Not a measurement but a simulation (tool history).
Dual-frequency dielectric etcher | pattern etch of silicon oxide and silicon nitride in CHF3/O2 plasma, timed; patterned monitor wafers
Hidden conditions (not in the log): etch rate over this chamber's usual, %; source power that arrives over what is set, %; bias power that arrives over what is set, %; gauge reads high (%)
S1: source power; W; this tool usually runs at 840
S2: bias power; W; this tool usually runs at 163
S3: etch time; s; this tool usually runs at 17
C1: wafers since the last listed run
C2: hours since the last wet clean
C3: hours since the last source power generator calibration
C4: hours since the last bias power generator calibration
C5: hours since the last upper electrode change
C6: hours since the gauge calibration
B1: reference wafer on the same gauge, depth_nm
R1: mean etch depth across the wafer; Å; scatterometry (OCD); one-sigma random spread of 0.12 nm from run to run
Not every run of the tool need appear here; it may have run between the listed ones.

run 1 hour=0 | S1=840 S2=163 S3=17 | C1=0 C2=0.5 C3=536.1 C4=2943.5 C5=4433.2 C6=61.1 | B1=29.29 | R1=263.5
run 2 hour=55.3 | S1=840 S2=163 S3=17 | C1=588 C2=55.8 C3=591.4 C4=2998.8 C5=4488.5 C6=116.4 | B1=29.31 | R1=263.1
run 3 hour=145 | S1=840 S2=163 S3=17 | C1=955 C2=145.5 C3=681.1 C4=3088.5 C5=4578.2 C6=206.1 | B1=29.3 | R1=263.1
run 4 hour=221.2 | S1=840 S2=163 S3=17 | C1=811 C2=221.7 C3=757.3 C4=3164.7 C5=4654.4 C6=282.3 | B1=29.32 | R1=261.6
run 5 hour=323.5 | S1=840 S2=163 S3=17 | C1=1089 C2=324 C3=859.6 C4=3267 C5=4756.7 C6=384.6 | B1=29.29 | R1=260.9
run 6 hour=406.8 | S1=840 S2=163 S3=17 | C1=886 C2=407.3 C3=942.9 C4=3350.3 C5=4840 C6=467.9 | B1=29.3 | R1=258.9
run 7 hour=457.1 | S1=840 S2=163 S3=17 | C1=535 C2=457.6 C3=993.2 C4=3400.6 C5=4890.3 C6=518.2 | B1=29.28 | R1=259.1
run 8 hour=540.3 | S1=840 S2=163 S3=17 | C1=885 C2=540.8 C3=1076.4 C4=3483.8 C5=4973.5 C6=601.4 | B1=29.3 | R1=256.4
-- hour=600 wet clean of the chamber
run 9 hour=600.5 | S1=840 S2=163 S3=17 | C1=385 C2=0.5 C3=1136.6 C4=3544 C5=5033.7 C6=661.6 | B1=29.29 | R1=265.7
run 10 hour=676.3 | S1=840 S2=163 S3=17 | C1=807 C2=76.3 C3=1212.4 C4=3619.8 C5=5109.5 C6=737.4 | B1=29.31 | R1=262.4
run 11 hour=723.6 | S1=840 S2=163 S3=17 | C1=503 C2=123.6 C3=1259.7 C4=3667.1 C5=5156.8 C6=784.7 | B1=29.31 | R1=262.4
run 12 hour=801.2 | S1=840 S2=163 S3=17 | C1=826 C2=201.2 C3=1337.3 C4=3744.7 C5=5234.4 C6=862.3 | B1=29.27 | R1=260.3
-- hour=873.5 bias power generator calibrated
run 13 hour=877.8 | S1=960 S2=163 S3=17 | C1=773 C2=277.8 C3=1413.9 C4=4.3 C5=5311 C6=938.9 | B1=29.26 | R1=274.1
run 14 hour=985.7 | S1=840 S2=163 S3=17 | C1=1148 C2=385.7 C3=1521.8 C4=112.2 C5=5418.9 C6=1046.8 | B1=29.31 | R1=256.1
-- hour=1013.5 source power generator calibrated
run 15 hour=1032.1 | S1=700 S2=163 S3=15.5 | C1=451 C2=432.1 C3=18.6 C4=158.6 C5=5465.3 C6=1093.2 | B1=29.3 | R1=209.7
run 16 hour=1112.4 | S1=840 S2=130 S3=17 | C1=855 C2=512.4 C3=98.9 C4=238.9 C5=5545.6 C6=1173.5 | B1=29.28 | R1=241
-- hour=1150 gauge calibrated
run 17 hour=1153.9 | S1=840 S2=163 S3=21.5 | C1=441 C2=553.9 C3=140.4 C4=280.4 C5=5587.1 C6=3.9 | B1=29.32 | R1=315.5
-- hour=1206.4 upper electrode replaced
-- hour=1224.4 wet clean of the chamber
run 18 hour=1224.9 | S1=840 S2=163 S3=17 | C1=309 C2=0.5 C3=211.4 C4=351.4 C5=18.5 C6=74.9 | B1=29.29 | R1=263.4
run 19 hour=1259.3 | S1=840 S2=187 S3=17 | C1=366 C2=34.9 C3=245.8 C4=385.8 C5=52.9 C6=109.3 | B1=29.29 | R1=273.4
run 20 hour=1329.8 | S1=840 S2=163 S3=17 | C1=750 C2=105.4 C3=316.3 C4=456.3 C5=123.4 C6=179.8 | B1=29.28 | R1=261.2
run 21 hour=1435.3 | S1=840 S2=163 S3=17 | C1=1123 C2=210.9 C3=421.8 C4=561.8 C5=228.9 C6=285.3 | B1=29.29 | R1=260.3
run 22 hour=1489.3 | S1=840 S2=163 S3=13 | C1=574 C2=264.9 C3=475.8 C4=615.8 C5=282.9 C6=339.3 | B1=29.34 | R1=198.4
run 23 hour=1593.9 | S1=770 S2=131 S3=15 | C1=1113 C2=369.5 C3=580.4 C4=720.4 C5=387.5 C6=443.9 | B1=29.32 | R1=205.5
run 24 hour=1665.3 | S1=940 S2=199 S3=14.5 | C1=760 C2=440.9 C3=651.8 C4=791.8 C5=458.9 C6=515.3 | B1=29.3 | R1=244.2
run 25 hour=1723 | S1=660 S2=163 S3=17 | C1=614 C2=498.6 C3=709.5 C4=849.5 C5=516.6 C6=573 | B1=29.3 | R1=227.9
run 26 hour=1780.5 | S1=760 S2=163 S3=18.5 | C1=612 C2=556.1 C3=767 C4=907 C5=574.1 C6=630.5 | B1=29.33 | R1=264
-- hour=1894.2 wet clean of the chamber
run 27 hour=1894.7 | S1=1000 S2=163 S3=17 | C1=960 C2=0.5 C3=881.2 C4=1021.2 C5=688.3 C6=744.7 | B1=29.31 | R1=286.9
run 28 hour=1928.3 | S1=970 S2=163 S3=13.5 | C1=357 C2=34.1 C3=914.8 C4=1054.8 C5=721.9 C6=778.3 | B1=29.3 | R1=222.5
run 29 hour=2031.2 | S1=710 S2=192 S3=15.5 | C1=1095 C2=137 C3=1017.7 C4=1157.7 C5=824.8 C6=881.2 | B1=29.29 | R1=227.2
run 30 hour=2068.5 | S1=630 S2=163 S3=18.5 | C1=397 C2=174.3 C3=1055 C4=1195 C5=862.1 C6=918.5 | B1=29.3 | R1=245.5

Give the tool's hidden conditions for every run:
bias power that arrives over what is set, %: 0 at every run
gauge reads high (%): 0 at every run
H1: etch rate over this chamber's usual, %
H2: source power that arrives over what is set, %
run=1 H1=0.462 H2=2.92
run=2 H1=0.0499 H2=3.11
run=3 H1=-0.619 H2=3.38
run=4 H1=-1.19 H2=3.58
run=5 H1=-1.95 H2=3.81
run=6 H1=-2.57 H2=3.96
run=7 H1=-2.94 H2=4.05
run=8 H1=-3.56 H2=4.17
run=9 H1=-0.289 H2=4.25
run=10 H1=-0.854 H2=4.33
run=11 H1=-1.21 H2=4.38
run=12 H1=-1.78 H2=4.45
run=13 H1=-2.36 H2=4.51
run=14 H1=-3.16 H2=4.58
run=15 H1=-3.51 H2=0.239
run=16 H1=-4.1 H2=0.928
run=17 H1=-4.41 H2=1.25
run=18 H1=0.182 H2=1.74
run=19 H1=-0.0744 H2=1.96
run=20 H1=-0.6 H2=2.36
run=21 H1=-1.39 H2=2.88
run=22 H1=-1.79 H2=3.1
run=23 H1=-2.57 H2=3.49
run=24 H1=-3.1 H2=3.71
run=25 H1=-3.53 H2=3.87
run=26 H1=-3.96 H2=4.02
run=27 H1=-1.01 H2=4.26
run=28 H1=-1.26 H2=4.32
run=29 H1=-2.02 H2=4.49
run=30 H1=-2.3 H2=4.55
